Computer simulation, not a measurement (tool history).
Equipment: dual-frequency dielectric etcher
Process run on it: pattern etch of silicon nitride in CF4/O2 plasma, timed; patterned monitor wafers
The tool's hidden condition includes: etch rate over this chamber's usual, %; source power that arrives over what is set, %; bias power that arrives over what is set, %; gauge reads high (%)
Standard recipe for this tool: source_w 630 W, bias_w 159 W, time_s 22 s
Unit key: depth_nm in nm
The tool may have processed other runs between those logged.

run   hour  source_w  bias_w  time_s  wafers since the last listed run  hours since the last wet clean  hours since the last source power generator calibration  hours since the last bias power generator calibration  hours since the last upper electrode change  hours since the gauge calibration  read-back reference wafer on the same gauge, depth_nm  depth_nm
  1      0       630     159      22                                 0                           400.6                                                   3410.2                                                 3929.5                                       5308.4                                 66                                                   55.2      53.4
  2   11.6       630     159      22                               203                           412.2                                                   3421.8                                                 3941.1                                         5320                               77.6                                                   55.2      53.6
  3   57.7       630     159      22                               810                           458.3                                                   3467.9                                                 3987.2                                       5366.1                              123.7                                                   55.2      53.7
      99.2  -- gauge calibrated
     102.1  -- bias power generator calibrated
  4  102.6       630     159      22                               719                           503.2                                                   3512.8                                                    0.5                                         5411                                3.4                                                   55.2      54.2
     112.8  -- source power generator calibrated
  5  116.2       630     140      22                               168                           516.8                                                      3.4                                                   14.1                                       5424.6                                 17                                                   55.2      51.5
  6  133.8       630     159      22                               309                           534.4                                                       21                                                   31.7                                       5442.2                               34.6                                                   55.2      54.3
     168.2  -- wet clean of the chamber
  7  168.7       630     159      22                               191                             0.5                                                     55.9                                                   66.6                                       5477.1                               69.5                                                   55.2      52.2
  8    169       630     159      22                                 5                             0.8                                                     56.2                                                   66.9                                       5477.4                               69.8                                                   55.2        52
  9  173.3       630     130      22                                75                             5.1                                                     60.5                                                   71.2                                       5481.7                               74.1                                                   55.2        48
 10  181.1       630     159      22                               137                            12.9                                                     68.3                                                     79                                       5489.5                               81.9                                                   55.2      52.6
 11    188       750     193      25                               121                            19.8                                                     75.2                                                   85.9                                       5496.4                               88.8                                                   55.2      77.2
     221.4  -- upper electrode replaced
 12  221.9       630     177      25                               174                            53.7                                                    109.1                                                  119.8                                          0.5                              122.7                                                   55.2      62.6
 13  222.2       580     159      22                                 5                              54                                                    109.4                                                  120.1                                          0.8                                123                                                   55.2      47.9
 14  228.2       630     159      22                               105                              60                                                    115.4                                                  126.1                                          6.8                                129                                                   55.2      52.1
 15  241.9       710     159    17.5                               240                            73.7                                                    129.1                                                  139.8                                         20.5                              142.7                                                   55.2      47.1
 16  247.9       630     159      22                               105                            79.7                                                    135.1                                                  145.8                                         26.5                              148.7                                                   55.2      52.5

What does the tool deliver on the next run?
 17  258.6       630     159      22                               188                            90.4                                                    145.8                                                  156.5                                         37.2                              159.4                                                      ?         ?

{"run 17": {"read-back reference wafer on the same gauge, depth_nm": 55.2, "depth_nm": 52.8}}
Minus the tool's unlogged condition, the same run would have read depth_nm 52.2 nm.

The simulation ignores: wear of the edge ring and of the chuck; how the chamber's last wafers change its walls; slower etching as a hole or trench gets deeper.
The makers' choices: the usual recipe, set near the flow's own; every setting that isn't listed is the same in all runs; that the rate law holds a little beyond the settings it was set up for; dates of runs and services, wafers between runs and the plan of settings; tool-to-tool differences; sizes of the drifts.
